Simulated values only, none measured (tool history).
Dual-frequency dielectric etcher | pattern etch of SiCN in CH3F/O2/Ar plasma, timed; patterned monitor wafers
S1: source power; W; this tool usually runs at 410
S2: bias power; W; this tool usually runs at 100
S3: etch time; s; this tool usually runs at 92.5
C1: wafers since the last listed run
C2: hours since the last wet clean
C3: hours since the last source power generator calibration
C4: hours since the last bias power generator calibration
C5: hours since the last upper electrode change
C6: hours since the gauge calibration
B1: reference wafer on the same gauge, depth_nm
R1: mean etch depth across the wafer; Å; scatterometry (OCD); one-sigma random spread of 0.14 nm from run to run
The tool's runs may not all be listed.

{"run": 1, "day": 0.0, "S1": 410, "S2": 100, "S3": 92.5, "C1": 0, "C2": 229.6, "C3": 1921.5, "C4": 1932.1, "C5": 2576.7, "C6": 223.6, "B1": 46.11, "R1": 398.4}
{"run": 2, "day": 0.971, "S1": 410, "S2": 100, "S3": 92.5, "C1": 248, "C2": 252.9, "C3": 1944.8, "C4": 1955.4, "C5": 2600, "C6": 246.9, "B1": 46.11, "R1": 398.1}
{"run": 3, "day": 1.704, "S1": 410, "S2": 100, "S3": 92.5, "C1": 187, "C2": 270.5, "C3": 1962.4, "C4": 1973, "C5": 2617.6, "C6": 264.5, "B1": 46.1, "R1": 399.5}
{"run": 4, "day": 3.129, "S1": 410, "S2": 100, "S3": 102, "C1": 364, "C2": 304.7, "C3": 1996.6, "C4": 2007.2, "C5": 2651.8, "C6": 298.7, "B1": 46.17, "R1": 442.7}
{"run": 5, "day": 4.55, "S1": 410, "S2": 100, "S3": 92.5, "C1": 363, "C2": 338.8, "C3": 2030.7, "C4": 2041.3, "C5": 2685.9, "C6": 332.8, "B1": 46.13, "R1": 401.4}
{"run": 6, "day": 5.471, "S1": 490, "S2": 106, "S3": 92.5, "C1": 235, "C2": 360.9, "C3": 2052.8, "C4": 2063.4, "C5": 2708, "C6": 354.9, "B1": 46.09, "R1": 438.8}
{"run": 7, "day": 6.675, "S1": 410, "S2": 100, "S3": 92.5, "C1": 308, "C2": 389.8, "C3": 2081.7, "C4": 2092.3, "C5": 2736.9, "C6": 383.8, "B1": 46.03, "R1": 404.5}
{"run": 8, "day": 7.442, "S1": 410, "S2": 100, "S3": 92.5, "C1": 196, "C2": 408.2, "C3": 2100.1, "C4": 2110.7, "C5": 2755.3, "C6": 402.2, "B1": 46.07, "R1": 401.6}
{"day": 10.146, "done": "wet clean of the chamber"}
{"run": 9, "day": 10.754, "S1": 410, "S2": 100, "S3": 92.5, "C1": 591, "C2": 14.6, "C3": 2179.6, "C4": 2190.2, "C5": 2834.8, "C6": 481.7, "B1": 46.05, "R1": 384.5}
{"run": 10, "day": 11.95, "S1": 410, "S2": 100, "S3": 92.5, "C1": 306, "C2": 43.3, "C3": 2208.3, "C4": 2218.9, "C5": 2863.5, "C6": 510.4, "B1": 46.16, "R1": 386.2}
{"day": 13.092, "done": "bias power generator calibrated"}
{"run": 11, "day": 13.15, "S1": 410, "S2": 100, "S3": 92.5, "C1": 264, "C2": 72.1, "C3": 2237.1, "C4": 1.4, "C5": 2892.3, "C6": 539.2, "B1": 46.08, "R1": 387}
{"day": 13.179, "done": "gauge calibrated"}
{"run": 12, "day": 14.588, "S1": 410, "S2": 100, "S3": 92.5, "C1": 367, "C2": 106.6, "C3": 2271.6, "C4": 35.9, "C5": 2926.8, "C6": 33.8, "B1": 46.07, "R1": 390.8}
{"day": 15.612, "done": "upper electrode replaced"}
{"run": 13, "day": 15.854, "S1": 320, "S2": 107, "S3": 105, "C1": 68, "C2": 137, "C3": 2302, "C4": 66.3, "C5": 5.8, "C6": 64.2, "B1": 46.1, "R1": 410.4}
{"run": 14, "day": 16.658, "S1": 410, "S2": 100, "S3": 114.5, "C1": 205, "C2": 156.3, "C3": 2321.3, "C4": 85.6, "C5": 25.1, "C6": 83.5, "B1": 46.13, "R1": 483}
{"run": 15, "day": 18.808, "S1": 410, "S2": 100, "S3": 92.5, "C1": 550, "C2": 207.9, "C3": 2372.9, "C4": 137.2, "C5": 76.7, "C6": 135.1, "B1": 46.08, "R1": 390.2}
{"run": 16, "day": 19.867, "S1": 410, "S2": 100, "S3": 92.5, "C1": 270, "C2": 233.3, "C3": 2398.3, "C4": 162.6, "C5": 102.1, "C6": 160.5, "B1": 46.05, "R1": 394}
{"run": 17, "day": 21.108, "S1": 480, "S2": 115, "S3": 101.5, "C1": 317, "C2": 263.1, "C3": 2428.1, "C4": 192.4, "C5": 131.9, "C6": 190.3, "B1": 46.08, "R1": 483.7}
{"run": 18, "day": 22.425, "S1": 410, "S2": 91, "S3": 92.5, "C1": 336, "C2": 294.7, "C3": 2459.7, "C4": 224, "C5": 163.5, "C6": 221.9, "B1": 46.15, "R1": 384.2}
{"day": 24.092, "done": "source power generator calibrated"}
{"run": 19, "day": 26.212, "S1": 410, "S2": 79, "S3": 116, "C1": 926, "C2": 385.6, "C3": 50.9, "C4": 314.9, "C5": 254.4, "C6": 312.8, "B1": 46.05, "R1": 461.7}
{"run": 20, "day": 26.829, "S1": 410, "S2": 112, "S3": 67, "C1": 157, "C2": 400.4, "C3": 65.7, "C4": 329.7, "C5": 269.2, "C6": 327.6, "B1": 46.12, "R1": 299.6}
{"day": 28.254, "done": "wet clean of the chamber"}
{"run": 21, "day": 28.275, "S1": 380, "S2": 76, "S3": 117.5, "C1": 114, "C2": 0.5, "C3": 100.4, "C4": 364.4, "C5": 303.9, "C6": 362.3, "B1": 46.07, "R1": 437.8}
{"run": 22, "day": 29.338, "S1": 410, "S2": 100, "S3": 92.5, "C1": 271, "C2": 26, "C3": 125.9, "C4": 389.9, "C5": 329.4, "C6": 387.8, "B1": 46.13, "R1": 389.6}
{"run": 23, "day": 30.025, "S1": 320, "S2": 115, "S3": 107.5, "C1": 175, "C2": 42.5, "C3": 142.4, "C4": 406.4, "C5": 345.9, "C6": 404.3, "B1": 46.05, "R1": 431.9}
{"run": 24, "day": 31.008, "S1": 410, "S2": 91, "S3": 92.5, "C1": 251, "C2": 66.1, "C3": 166, "C4": 430, "C5": 369.5, "C6": 427.9, "B1": 46.09, "R1": 379.8}

Each row is a separate what-if for the run after 24, all from the same tool condition, not one after another. Results?
{"run": "A", "day": 31.025, "S1": 490, "S2": 100, "S3": 92.5, "C1": 4, "C2": 66.5, "C3": 166.4, "C4": 430.4, "C5": 369.9, "C6": 428.3, "B1": "?", "R1": "?"}
{"run": "B", "day": 31.025, "S1": 510, "S2": 100, "S3": 113.5, "C1": 4, "C2": 66.5, "C3": 166.4, "C4": 430.4, "C5": 369.9, "C6": 428.3, "B1": "?", "R1": "?"}
{"run": "C", "day": 31.025, "S1": 340, "S2": 112, "S3": 92.5, "C1": 4, "C2": 66.5, "C3": 166.4, "C4": 430.4, "C5": 369.9, "C6": 428.3, "B1": "?", "R1": "?"}

run=A B1=46.02 R1=418.6
run=B B1=46.02 R1=521.9
run=C B1=46.02 R1=375.8
The same runs, with their run-to-run variation unchanged, on a tool lacking any hidden condition would have given:
run=A R1=413.7
run=B R1=515.8
run=C R1=371.4
